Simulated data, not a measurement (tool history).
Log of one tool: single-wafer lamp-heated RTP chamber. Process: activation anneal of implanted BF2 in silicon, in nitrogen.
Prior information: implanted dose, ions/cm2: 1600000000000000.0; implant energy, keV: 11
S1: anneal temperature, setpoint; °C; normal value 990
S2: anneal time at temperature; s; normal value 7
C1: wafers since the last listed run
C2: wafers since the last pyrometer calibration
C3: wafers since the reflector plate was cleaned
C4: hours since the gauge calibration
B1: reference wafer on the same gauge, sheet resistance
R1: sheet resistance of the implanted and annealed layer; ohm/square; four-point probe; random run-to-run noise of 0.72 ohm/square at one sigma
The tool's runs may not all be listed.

Run 1, hour 0: usual settings but S2 10 s; C1 0; C2 8; C3 3666; C4 203.9; B1 315. Result: R1 283.7 ohm/square.
Run 2, hour 16: usual settings but S2 10 s; C1 207; C2 215; C3 3874; C4 219.9; B1 315.08. Result: R1 283.78 ohm/square.
Run 3, hour 33: usual settings; C1 220; C2 436; C3 4094; C4 236.9; B1 314.83. Result: R1 298.11 ohm/square.
Run 4, hour 44.8: usual settings; C1 153; C2 589; C3 4247; C4 248.7; B1 315.13. Result: R1 297.75 ohm/square.
Run 5, hour 53: usual settings; C1 106; C2 695; C3 4354; C4 256.9; B1 314.99. Result: R1 297.34 ohm/square.
Run 6, hour 81.5: usual settings but S1 1013 °C; C1 369; C2 1065; C3 4724; C4 285.4; B1 315. Result: R1 248.46 ohm/square.
Run 7, hour 95.5: usual settings but S1 1013 °C; C1 181; C2 1247; C3 4905; C4 299.4; B1 315.09. Result: R1 249.61 ohm/square.
Run 8, hour 110.9: usual settings; C1 199; C2 1447; C3 5105; C4 314.8; B1 315.31. Result: R1 297.39 ohm/square.
Run 9, hour 124.1: usual settings; C1 171; C2 1618; C3 5276; C4 328; B1 315.18. Result: R1 296.56 ohm/square.
Run 10, hour 134.5: usual settings; C1 134; C2 1753; C3 5411; C4 338.4; B1 314.87. Result: R1 296.79 ohm/square.
Run 11, hour 150: usual settings but S1 1012 °C; C1 201; C2 1954; C3 5612; C4 353.9; B1 314.96. Result: R1 250.18 ohm/square.
At hour 155.6: gauge calibrated.
Run 12, hour 156.2: usual settings but S1 968 °C; C1 80; C2 2034; C3 5693; C4 0.6; B1 315.16. Result: R1 346.75 ohm/square.
Run 13, hour 173.6: usual settings but S1 998 °C; C1 225; C2 2260; C3 5919; C4 18; B1 315.13. Result: R1 279.48 ohm/square.
At hour 195.6: pyrometer window cleaned and pyrometer calibrated.
Run 14, hour 201.1: usual settings but S1 998 °C; C1 253; C2 70; C3 6172; C4 45.5; B1 315.17. Result: R1 278.35 ohm/square.
Run 15, hour 221: usual settings; C1 258; C2 329; C3 6430; C4 65.4; B1 315. Result: R1 295.55 ohm/square.
Run 16, hour 235.6: usual settings but S1 969 °C, S2 3 s; C1 189; C2 518; C3 6619; C4 80; B1 314.93. Result: R1 366.54 ohm/square.
Run 17, hour 252.2: usual settings; C1 215; C2 733; C3 6835; C4 96.6; B1 314.72. Result: R1 294.37 ohm/square.
At hour 267.5: reflector plate cleaned.
Run 18, hour 268: usual settings; C1 101; C2 835; C3 6; C4 112.4; B1 315.13. Result: R1 304.02 ohm/square.
Run 19, hour 270: usual settings but S1 966 °C, S2 5 s; C1 25; C2 861; C3 32; C4 114.4; B1 315.07. Result: R1 370.7 ohm/square.
Run 20, hour 287.4: usual settings but S1 963 °C, S2 3 s; C1 225; C2 1086; C3 258; C4 131.8; B1 315.23. Result: R1 387.67 ohm/square.
Run 21, hour 295.3: usual settings; C1 102; C2 1189; C3 360; C4 139.7; B1 314.86. Result: R1 301.59 ohm/square.
Run 22, hour 305.9: usual settings but S1 1007 °C, S2 3 s; C1 137; C2 1326; C3 498; C4 150.3; B1 314.87. Result: R1 298.13 ohm/square.
Run 23, hour 314.4: usual settings but S1 1011 °C, S2 6 s; C1 110; C2 1437; C3 608; C4 158.8; B1 314.86. Result: R1 264.92 ohm/square.
Run 24, hour 321.1: usual settings but S2 9 s; C1 86; C2 1524; C3 695; C4 165.5; B1 314.9. Result: R1 290.73 ohm/square.
Run 25, hour 334.8: usual settings but S1 1007 °C, S2 11 s; C1 177; C2 1701; C3 873; C4 179.2; B1 314.84. Result: R1 243.16 ohm/square.
Run 26, hour 343.4: usual settings but S1 1009 °C, S2 9 s; C1 111; C2 1813; C3 984; C4 187.8; B1 314.88. Result: R1 249.26 ohm/square.
Run 27, hour 360.2: usual settings but S1 1015 °C, S2 9 s; C1 217; C2 2031; C3 1202; C4 204.6; B1 315.05. Result: R1 236.54 ohm/square.
At hour 378.4: pyrometer window cleaned and pyrometer calibrated.
Run 28, hour 378.9: usual settings; C1 138; C2 6; C3 1341; C4 223.3; B1 314.84. Result: R1 302.32 ohm/square.

Estimate the outcome of run 29 from the log above:
Run 29, hour 383.8: usual settings but S2 11 s; C1 63; C2 69; C3 1405; C4 228.2; B1 ?. Result: R1 ?.

{"run 29": {"B1": 315.05, "R1": 280.97}}
Minus the tool's unlogged condition, the same run would have read R1 284.47 ohm/square.
